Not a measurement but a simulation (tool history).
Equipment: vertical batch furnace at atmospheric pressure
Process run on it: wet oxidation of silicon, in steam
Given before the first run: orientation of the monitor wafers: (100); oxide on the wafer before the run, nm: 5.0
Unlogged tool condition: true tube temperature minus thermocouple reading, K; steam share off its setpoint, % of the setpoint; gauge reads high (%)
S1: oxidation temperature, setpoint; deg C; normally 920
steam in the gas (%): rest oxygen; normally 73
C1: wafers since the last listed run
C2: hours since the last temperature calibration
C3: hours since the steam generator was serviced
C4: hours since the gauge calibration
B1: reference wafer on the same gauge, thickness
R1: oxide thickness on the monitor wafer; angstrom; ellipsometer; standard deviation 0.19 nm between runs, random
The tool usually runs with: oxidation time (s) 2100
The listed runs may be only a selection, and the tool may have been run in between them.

run 1 day=0.000 | S1=920 oxidation_time_(s)=2100 steam_in_the_gas_(%)=73 | C1=0 C2=3871.1 C3=3738.7 C4=349.1 | B1=97.67 | R1=885.8
run 2 day=1.425 | S1=920 oxidation_time_(s)=2100 steam_in_the_gas_(%)=73 | C1=523 C2=3905.3 C3=3772.9 C4=383.3 | B1=97.66 | R1=886.0
run 3 day=2.650 | S1=920 oxidation_time_(s)=2100 steam_in_the_gas_(%)=73 | C1=450 C2=3934.7 C3=3802.3 C4=412.7 | B1=97.73 | R1=886.7
run 4 day=3.371 | S1=920 oxidation_time_(s)=2100 steam_in_the_gas_(%)=73 | C1=264 C2=3952.0 C3=3819.6 C4=430.0 | B1=97.78 | R1=884.4
run 5 day=5.796 | S1=920 oxidation_time_(s)=1710 steam_in_the_gas_(%)=73 | C1=890 C2=4010.2 C3=3877.8 C4=488.2 | B1=97.67 | R1=735.8
run 6 day=7.221 | S1=920 oxidation_time_(s)=1710 steam_in_the_gas_(%)=73 | C1=523 C2=4044.4 C3=3912.0 C4=522.4 | B1=97.70 | R1=737.1
-- day=8.933 thermocouples replaced and temperature profile calibrated
run 7 day=8.954 | S1=920 oxidation_time_(s)=2100 steam_in_the_gas_(%)=73 | C1=269 C2=0.5 C3=3953.6 C4=564.0 | B1=97.69 | R1=885.0
run 8 day=9.383 | S1=920 oxidation_time_(s)=2100 steam_in_the_gas_(%)=73 | C1=157 C2=10.8 C3=3963.9 C4=574.3 | B1=97.70 | R1=885.3
run 9 day=10.388 | S1=920 oxidation_time_(s)=2100 steam_in_the_gas_(%)=73 | C1=368 C2=34.9 C3=3988.0 C4=598.4 | B1=97.68 | R1=879.5
run 10 day=11.592 | S1=920 oxidation_time_(s)=2100 steam_in_the_gas_(%)=73 | C1=442 C2=63.8 C3=4016.9 C4=627.3 | B1=97.68 | R1=880.4
-- day=11.671 gauge calibrated
run 11 day=12.696 | S1=905 oxidation_time_(s)=2460 steam_in_the_gas_(%)=73 | C1=405 C2=90.3 C3=4043.4 C4=24.6 | B1=97.69 | R1=834.8
run 12 day=13.758 | S1=906 oxidation_time_(s)=2100 steam_in_the_gas_(%)=68 | C1=390 C2=115.8 C3=4068.9 C4=50.1 | B1=97.70 | R1=692.3
run 13 day=14.446 | S1=927 oxidation_time_(s)=2430 steam_in_the_gas_(%)=81 | C1=252 C2=132.3 C3=4085.4 C4=66.6 | B1=97.67 | R1=1180.4
-- day=15.517 steam generator serviced
run 14 day=15.538 | S1=920 oxidation_time_(s)=2100 steam_in_the_gas_(%)=73 | C1=33 C2=158.5 C3=0.5 C4=92.8 | B1=97.71 | R1=953.7
run 15 day=16.275 | S1=920 oxidation_time_(s)=2100 steam_in_the_gas_(%)=73 | C1=270 C2=176.2 C3=18.2 C4=110.5 | B1=97.67 | R1=952.3
run 16 day=16.804 | S1=940 oxidation_time_(s)=2940 steam_in_the_gas_(%)=67 | C1=194 C2=188.9 C3=30.9 C4=123.2 | B1=97.74 | R1=1472.7
run 17 day=17.525 | S1=941 oxidation_time_(s)=2100 steam_in_the_gas_(%)=73 | C1=264 C2=206.2 C3=48.2 C4=140.5 | B1=97.70 | R1=1205.9
run 18 day=18.771 | S1=905 oxidation_time_(s)=1200 steam_in_the_gas_(%)=62 | C1=457 C2=236.1 C3=78.1 C4=170.4 | B1=97.67 | R1=418.7
run 19 day=19.746 | S1=920 oxidation_time_(s)=2100 steam_in_the_gas_(%)=84 | C1=358 C2=259.5 C3=101.5 C4=193.8 | B1=97.69 | R1=1076.6
run 20 day=20.708 | S1=920 oxidation_time_(s)=2100 steam_in_the_gas_(%)=77 | C1=353 C2=282.6 C3=124.6 C4=216.9 | B1=97.74 | R1=999.4
run 21 day=22.208 | S1=927 oxidation_time_(s)=2100 steam_in_the_gas_(%)=73 | C1=551 C2=318.6 C3=160.6 C4=252.9 | B1=97.72 | R1=1032.4

Hidden state at the last listed run before each entry between runs and at the first one after, where it differs:
Between runs 6 and 7: thermocouples replaced and temperature profile calibrated (day 8.933)
  steam share off its setpoint, % of the setpoint: -8.69 -> -8.77
  difference, measured minus the result without the unlogged condition, R1: -60.9 -> -73.8 angstrom
Between runs 10 and 11: gauge calibrated (day 11.671)
  steam share off its setpoint, % of the setpoint: -8.9 -> -8.96
  difference, measured minus the result without the unlogged condition, R1: -74.6 -> -71.9 angstrom
Between runs 13 and 14: steam generator serviced (day 15.517)
  steam share off its setpoint, % of the setpoint: -9.04 -> -0.176
  difference, measured minus the result without the unlogged condition, R1: -100.0 -> -1.4 angstrom
